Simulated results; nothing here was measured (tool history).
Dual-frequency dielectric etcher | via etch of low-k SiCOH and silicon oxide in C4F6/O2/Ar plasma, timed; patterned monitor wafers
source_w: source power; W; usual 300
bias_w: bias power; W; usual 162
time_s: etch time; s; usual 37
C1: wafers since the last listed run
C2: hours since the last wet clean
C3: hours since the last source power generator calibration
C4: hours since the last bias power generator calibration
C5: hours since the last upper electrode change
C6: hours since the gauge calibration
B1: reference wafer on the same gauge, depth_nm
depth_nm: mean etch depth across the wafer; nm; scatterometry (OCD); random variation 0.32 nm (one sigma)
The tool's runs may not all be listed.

Run 1, hour 0: usual settings; C1 0; C2 488; C3 145.6; C4 190; C5 4318.8; C6 2690.7; B1 78. Result: depth_nm 71.3 nm.
At hour 3.3: gauge calibrated.
At hour 66.2: wet clean of the chamber.
Run 2, hour 66.7: usual settings but time_s 28 s; C1 758; C2 0.5; C3 212.3; C4 256.7; C5 4385.5; C6 63.4; B1 77.8. Result: depth_nm 56.1 nm.
Run 3, hour 109.9: usual settings but time_s 28 s; C1 767; C2 43.7; C3 255.5; C4 299.9; C5 4428.7; C6 106.6; B1 77.9. Result: depth_nm 55.8 nm.
Run 4, hour 142: usual settings but time_s 28 s; C1 570; C2 75.8; C3 287.6; C4 332; C5 4460.8; C6 138.7; B1 77.9. Result: depth_nm 56 nm.
Run 5, hour 166.4: usual settings; C1 433; C2 100.2; C3 312; C4 356.4; C5 4485.2; C6 163.1; B1 77.9. Result: depth_nm 73.6 nm.
Run 6, hour 208.8: usual settings but time_s 27 s; C1 753; C2 142.6; C3 354.4; C4 398.8; C5 4527.6; C6 205.5; B1 77.9. Result: depth_nm 54 nm.
Run 7, hour 240.4: usual settings but source_w 350 W, bias_w 141 W, time_s 26 s; C1 561; C2 174.2; C3 386; C4 430.4; C5 4559.2; C6 237.1; B1 77.9. Result: depth_nm 51.4 nm.
Run 8, hour 273.1: usual settings but source_w 280 W; C1 580; C2 206.9; C3 418.7; C4 463.1; C5 4591.9; C6 269.8; B1 77.9. Result: depth_nm 71.2 nm.
Run 9, hour 308: usual settings but source_w 230 W, time_s 45.5 s; C1 619; C2 241.8; C3 453.6; C4 498; C5 4626.8; C6 304.7; B1 77.8. Result: depth_nm 82.6 nm.
Run 10, hour 358.9: usual settings but source_w 320 W, bias_w 129 W; C1 904; C2 292.7; C3 504.5; C4 548.9; C5 4677.7; C6 355.6; B1 77.9. Result: depth_nm 68.2 nm.
Run 11, hour 423.8: usual settings; C1 1152; C2 357.6; C3 569.4; C4 613.8; C5 4742.6; C6 420.5; B1 77.8. Result: depth_nm 72.3 nm.
Run 12, hour 490.4: usual settings but source_w 360 W; C1 1183; C2 424.2; C3 636; C4 680.4; C5 4809.2; C6 487.1; B1 78. Result: depth_nm 77.1 nm.
At hour 549: upper electrode replaced.
Run 13, hour 549.5: usual settings but source_w 260 W, bias_w 186 W, time_s 32.5 s; C1 623; C2 483.3; C3 695.1; C4 739.5; C5 0.5; C6 546.2; B1 77.9. Result: depth_nm 63.3 nm.
Run 14, hour 580.6: usual settings but source_w 360 W, time_s 32 s; C1 552; C2 514.4; C3 726.2; C4 770.6; C5 31.6; C6 577.3; B1 77.8. Result: depth_nm 65.6 nm.
At hour 635.1: wet clean of the chamber.
Run 15, hour 646.3: usual settings but source_w 270 W, bias_w 143 W, time_s 29 s; C1 740; C2 11.2; C3 791.9; C4 836.3; C5 97.3; C6 643; B1 77.9. Result: depth_nm 52.9 nm.
Run 16, hour 672.3: usual settings but bias_w 148 W, time_s 26.5 s; C1 461; C2 37.2; C3 817.9; C4 862.3; C5 123.3; C6 669; B1 77.9. Result: depth_nm 51.1 nm.
Run 17, hour 720: usual settings but source_w 230 W; C1 847; C2 84.9; C3 865.6; C4 910; C5 171; C6 716.7; B1 77.8. Result: depth_nm 67.3 nm.
Run 18, hour 784.5: usual settings; C1 1145; C2 149.4; C3 930.1; C4 974.5; C5 235.5; C6 781.2; B1 77.9. Result: depth_nm 73.3 nm.
Run 19, hour 846.8: usual settings but source_w 220 W, bias_w 182 W, time_s 44.5 s; C1 1106; C2 211.7; C3 992.4; C4 1036.8; C5 297.8; C6 843.5; B1 77.9. Result: depth_nm 83.8 nm.
Run 20, hour 883.3: usual settings but bias_w 184 W, time_s 32.5 s; C1 648; C2 248.2; C3 1028.9; C4 1073.3; C5 334.3; C6 880; B1 77.8. Result: depth_nm 67.4 nm.
Run 21, hour 940.1: usual settings but source_w 350 W, bias_w 139 W, time_s 47.5 s; C1 1009; C2 305; C3 1085.7; C4 1130.1; C5 391.1; C6 936.8; B1 77.8. Result: depth_nm 92.5 nm.
Run 22, hour 993.5: usual settings but source_w 370 W, time_s 31.5 s; C1 948; C2 358.4; C3 1139.1; C4 1183.5; C5 444.5; C6 990.2; B1 77.8. Result: depth_nm 66.2 nm.
Run 23, hour 1065.5: usual settings but source_w 320 W, bias_w 129 W; C1 1279; C2 430.4; C3 1211.1; C4 1255.5; C5 516.5; C6 1062.2; B1 78.1. Result: depth_nm 67.8 nm.
Run 24, hour 1125.3: usual settings but source_w 330 W, bias_w 128 W; C1 1062; C2 490.2; C3 1270.9; C4 1315.3; C5 576.3; C6 1122; B1 78.1. Result: depth_nm 68 nm.
At hour 1198: wet clean of the chamber.
Run 25, hour 1198.5: usual settings but source_w 370 W; C1 873; C2 0.5; C3 1344.1; C4 1388.5; C5 649.5; C6 1195.2; B1 77.9. Result: depth_nm 80.2 nm.
Run 26, hour 1254.1: usual settings but bias_w 143 W; C1 987; C2 56.1; C3 1399.7; C4 1444.1; C5 705.1; C6 1250.8; B1 77.9. Result: depth_nm 70.7 nm.
Run 27, hour 1304.1: usual settings; C1 888; C2 106.1; C3 1449.7; C4 1494.1; C5 755.1; C6 1300.8; B1 77.9. Result: depth_nm 73.9 nm.
Run 28, hour 1330.5: usual settings but source_w 380 W, bias_w 195 W; C1 468; C2 132.5; C3 1476.1; C4 1520.5; C5 781.5; C6 1327.2; B1 77.8. Result: depth_nm 85.7 nm.
Run 29, hour 1377.8: usual settings but bias_w 198 W; C1 840; C2 179.8; C3 1523.4; C4 1567.8; C5 828.8; C6 1374.5; B1 78. Result: depth_nm 79.8 nm.

What the log doesn't show, run by run:
source power that arrives over what is set, %: 0 in every run
bias power that arrives over what is set, %: 0 in every run
gauge reads high (%): 0 in every run
H1: etch rate over this chamber's usual, %
run       H1
  1    -3.91
  2    0.395
  3   0.0989
  4   -0.121
  5   -0.289
  6    -0.58
  7   -0.797
  8    -1.02
  9    -1.26
 10    -1.61
 11    -2.06
 12    -2.51
 13    -2.92
 14    -3.13
 15    0.407
 16    0.229
 17  -0.0985
 18   -0.541
 19   -0.969
 20    -1.22
 21    -1.61
 22    -1.98
 23    -2.47
 24    -2.88
 25    0.365
 26  -0.0171
 27    -0.36
 28   -0.542
 29   -0.866

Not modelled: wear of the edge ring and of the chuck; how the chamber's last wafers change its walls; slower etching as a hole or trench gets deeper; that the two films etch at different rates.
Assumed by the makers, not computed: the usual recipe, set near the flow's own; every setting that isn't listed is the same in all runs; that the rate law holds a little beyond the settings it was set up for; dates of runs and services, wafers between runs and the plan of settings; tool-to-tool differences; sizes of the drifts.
